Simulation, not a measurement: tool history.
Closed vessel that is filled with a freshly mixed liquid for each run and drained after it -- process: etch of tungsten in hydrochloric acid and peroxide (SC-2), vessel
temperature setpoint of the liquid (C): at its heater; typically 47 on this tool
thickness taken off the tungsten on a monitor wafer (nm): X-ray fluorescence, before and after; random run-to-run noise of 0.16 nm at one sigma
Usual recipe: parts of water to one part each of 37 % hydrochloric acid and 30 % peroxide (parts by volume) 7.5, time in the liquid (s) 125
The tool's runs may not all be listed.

run	day	temperature setpoint of the liquid (C)	parts of water to one part each of 37 % hydrochloric acid and 30 % peroxide (parts by volume)	time in the liquid (s)	wafers since the last listed run	hours since the thermometer was replaced	hours since the chemicals flow meter was replaced	hours since the drum of peroxide was connected	hours since the gauge calibration	read-back film thickness of the tungsten reference wafer, read on the same gauge (nm)	thickness taken off the tungsten on a monitor wafer (nm)
1	0	41	7.5	125	0	639.2	544	375.7	373.4	90	11.71
2	1.383	41	7.5	125	2900	672.4	577.2	408.9	406.6	89.99	11.84
# day 1.488: gauge calibrated
3	2.075	47	7.5	125	1450	689	593.8	425.5	14.1	90.02	17.8
4	3.092	47	7.5	125	2131	713.4	618.2	449.9	38.5	90	17.63
5	4.279	47	7.5	125	2489	741.9	646.7	478.4	67	90.01	17.68
6	5.754	47	7.5	125	3092	777.3	682.1	513.8	102.4	90.03	17.6
7	6.433	47	7.5	125	1424	793.6	698.4	530.1	118.7	89.98	17.38
8	7.833	47	7.5	125	2935	827.2	732	563.7	152.3	89.98	17.37
9	8.571	47	7.5	125	1546	844.9	749.7	581.4	170	89.98	17.41
# day 9.104: new drum of peroxide connected
10	9.383	47	7.5	125	1616	864.4	769.2	6.7	189.5	90	17.29
11	10.3	47	9.5	125	1921	886.4	791.2	28.7	211.5	89.97	14.36
12	11.321	47	9.5	125	2140	910.9	815.7	53.2	236	89.98	14.33
13	12.446	51	4.5	145	2358	937.9	842.7	80.2	263	89.98	38.72

What does the tool deliver on the next run?
14	13.6	53.5	11	125	2419	965.6	870.4	107.9	290.7	?	?

{"run 14": {"read-back film thickness of the tungsten reference wafer, read on the same gauge (nm)": 89.99, "thickness taken off the tungsten on a monitor wafer (nm)": 19.16}}
With the hidden condition absent and the run-to-run variation left alone, this run would have shown thickness taken off the tungsten on a monitor wafer (nm) 21.09.
